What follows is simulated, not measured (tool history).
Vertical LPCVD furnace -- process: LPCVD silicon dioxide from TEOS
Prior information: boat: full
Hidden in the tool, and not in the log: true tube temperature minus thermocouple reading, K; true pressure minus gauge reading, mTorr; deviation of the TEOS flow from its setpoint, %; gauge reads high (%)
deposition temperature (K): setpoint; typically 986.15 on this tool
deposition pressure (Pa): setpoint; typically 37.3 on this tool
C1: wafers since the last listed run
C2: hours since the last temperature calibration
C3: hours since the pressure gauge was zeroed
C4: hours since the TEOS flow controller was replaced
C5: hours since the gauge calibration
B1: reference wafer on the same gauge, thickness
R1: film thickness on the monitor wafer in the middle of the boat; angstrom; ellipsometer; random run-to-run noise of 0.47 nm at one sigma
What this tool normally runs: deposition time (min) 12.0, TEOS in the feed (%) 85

run 1 hour=0.0 | deposition_temperature_(K)=986.15 deposition_pressure_(Pa)=37.3 deposition_time_(min)=12.0 TEOS_in_the_feed_(%)=85 | C1=0 C2=2635.0 C3=4624.4 C4=5658.8 C5=95.3 | B1=141.97 | R1=1407.9
run 2 hour=29.3 | deposition_temperature_(K)=986.15 deposition_pressure_(Pa)=37.3 deposition_time_(min)=12.0 TEOS_in_the_feed_(%)=85 | C1=260 C2=2664.3 C3=4653.7 C4=5688.1 C5=124.6 | B1=142.06 | R1=1414.9
run 3 hour=57.8 | deposition_temperature_(K)=986.15 deposition_pressure_(Pa)=37.3 deposition_time_(min)=12.0 TEOS_in_the_feed_(%)=85 | C1=253 C2=2692.8 C3=4682.2 C4=5716.6 C5=153.1 | B1=141.85 | R1=1409.8
run 4 hour=73.3 | deposition_temperature_(K)=986.15 deposition_pressure_(Pa)=37.3 deposition_time_(min)=12.0 TEOS_in_the_feed_(%)=85 | C1=137 C2=2708.3 C3=4697.7 C4=5732.1 C5=168.6 | B1=142.19 | R1=1412.3
run 5 hour=108.0 | deposition_temperature_(K)=986.15 deposition_pressure_(Pa)=37.3 deposition_time_(min)=12.0 TEOS_in_the_feed_(%)=85 | C1=308 C2=2743.0 C3=4732.4 C4=5766.8 C5=203.3 | B1=142.12 | R1=1410.0
run 6 hour=131.9 | deposition_temperature_(K)=986.15 deposition_pressure_(Pa)=37.3 deposition_time_(min)=12.0 TEOS_in_the_feed_(%)=85 | C1=212 C2=2766.9 C3=4756.3 C4=5790.7 C5=227.2 | B1=142.11 | R1=1402.1
-- hour=169.5 thermocouples replaced and temperature profile calibrated
run 7 hour=170.0 | deposition_temperature_(K)=986.15 deposition_pressure_(Pa)=37.3 deposition_time_(min)=12.0 TEOS_in_the_feed_(%)=85 | C1=125 C2=0.5 C3=4794.4 C4=5828.8 C5=265.3 | B1=141.93 | R1=1284.9
-- hour=173.1 gauge calibrated
run 8 hour=189.2 | deposition_temperature_(K)=986.15 deposition_pressure_(Pa)=37.3 deposition_time_(min)=12.0 TEOS_in_the_feed_(%)=85 | C1=170 C2=19.7 C3=4813.6 C4=5848.0 C5=16.1 | B1=141.77 | R1=1288.7
run 9 hour=216.1 | deposition_temperature_(K)=986.15 deposition_pressure_(Pa)=37.3 deposition_time_(min)=12.0 TEOS_in_the_feed_(%)=85 | C1=238 C2=46.6 C3=4840.5 C4=5874.9 C5=43.0 | B1=141.98 | R1=1285.8
run 10 hour=237.6 | deposition_temperature_(K)=986.15 deposition_pressure_(Pa)=37.3 deposition_time_(min)=12.0 TEOS_in_the_feed_(%)=85 | C1=190 C2=68.1 C3=4862.0 C4=5896.4 C5=64.5 | B1=141.98 | R1=1297.3
run 11 hour=268.8 | deposition_temperature_(K)=979.15 deposition_pressure_(Pa)=30.0 deposition_time_(min)=9.0 TEOS_in_the_feed_(%)=85 | C1=277 C2=99.3 C3=4893.2 C4=5927.6 C5=95.7 | B1=142.00 | R1=739.5
-- hour=339.5 TEOS flow controller replaced
run 12 hour=340.0 | deposition_temperature_(K)=986.15 deposition_pressure_(Pa)=29.3 deposition_time_(min)=12.0 TEOS_in_the_feed_(%)=74 | C1=419 C2=170.5 C3=4964.4 C4=0.5 C5=166.9 | B1=142.05 | R1=1083.6
-- hour=385.5 pressure gauge zeroed
run 13 hour=386.0 | deposition_temperature_(K)=978.15 deposition_pressure_(Pa)=34.7 deposition_time_(min)=13.5 TEOS_in_the_feed_(%)=85 | C1=195 C2=216.5 C3=0.5 C4=46.5 C5=212.9 | B1=142.19 | R1=1175.0
run 14 hour=401.3 | deposition_temperature_(K)=986.15 deposition_pressure_(Pa)=37.3 deposition_time_(min)=12.0 TEOS_in_the_feed_(%)=85 | C1=135 C2=231.8 C3=15.8 C4=61.8 C5=228.2 | B1=142.03 | R1=1311.9
run 15 hour=436.5 | deposition_temperature_(K)=986.15 deposition_pressure_(Pa)=37.3 deposition_time_(min)=12.0 TEOS_in_the_feed_(%)=85 | C1=312 C2=267.0 C3=51.0 C4=97.0 C5=263.4 | B1=142.08 | R1=1318.4
run 16 hour=460.1 | deposition_temperature_(K)=986.15 deposition_pressure_(Pa)=34.0 deposition_time_(min)=12.0 TEOS_in_the_feed_(%)=97 | C1=209 C2=290.6 C3=74.6 C4=120.6 C5=287.0 | B1=141.79 | R1=1337.8
run 17 hour=478.7 | deposition_temperature_(K)=986.15 deposition_pressure_(Pa)=37.3 deposition_time_(min)=12.0 TEOS_in_the_feed_(%)=85 | C1=165 C2=309.2 C3=93.2 C4=139.2 C5=305.6 | B1=141.96 | R1=1319.9
-- hour=498.1 gauge calibrated
run 18 hour=502.0 | deposition_temperature_(K)=986.15 deposition_pressure_(Pa)=37.3 deposition_time_(min)=12.0 TEOS_in_the_feed_(%)=85 | C1=206 C2=332.5 C3=116.5 C4=162.5 C5=3.9 | B1=142.06 | R1=1332.0
run 19 hour=519.6 | deposition_temperature_(K)=986.15 deposition_pressure_(Pa)=33.3 deposition_time_(min)=12.0 TEOS_in_the_feed_(%)=85 | C1=156 C2=350.1 C3=134.1 C4=180.1 C5=21.5 | B1=141.82 | R1=1259.3
run 20 hour=535.9 | deposition_temperature_(K)=997.15 deposition_pressure_(Pa)=37.3 deposition_time_(min)=12.0 TEOS_in_the_feed_(%)=85 | C1=144 C2=366.4 C3=150.4 C4=196.4 C5=37.8 | B1=141.96 | R1=1686.1
run 21 hour=564.7 | deposition_temperature_(K)=978.15 deposition_pressure_(Pa)=46.7 deposition_time_(min)=16.5 TEOS_in_the_feed_(%)=89 | C1=255 C2=395.2 C3=179.2 C4=225.2 C5=66.6 | B1=142.06 | R1=1737.5

Difference, measured minus no-hidden-state, one row per run. Run-to-run variation is common to both terms; the gauge's own scatter need not be:
run=1 R1=+130.0
run=2 R1=+130.8
run=3 R1=+130.5
run=4 R1=+130.9
run=5 R1=+130.9
run=6 R1=+130.3
run=7 R1=+3.4
run=8 R1=+6.0
run=9 R1=+9.4
run=10 R1=+12.2
run=11 R1=+9.2
run=12 R1=+20.2
run=13 R1=+26.7
run=14 R1=+31.0
run=15 R1=+34.7
run=16 R1=+37.6
run=17 R1=+38.8
run=18 R1=+41.4
run=19 R1=+40.7
run=20 R1=+55.1
run=21 R1=+62.4
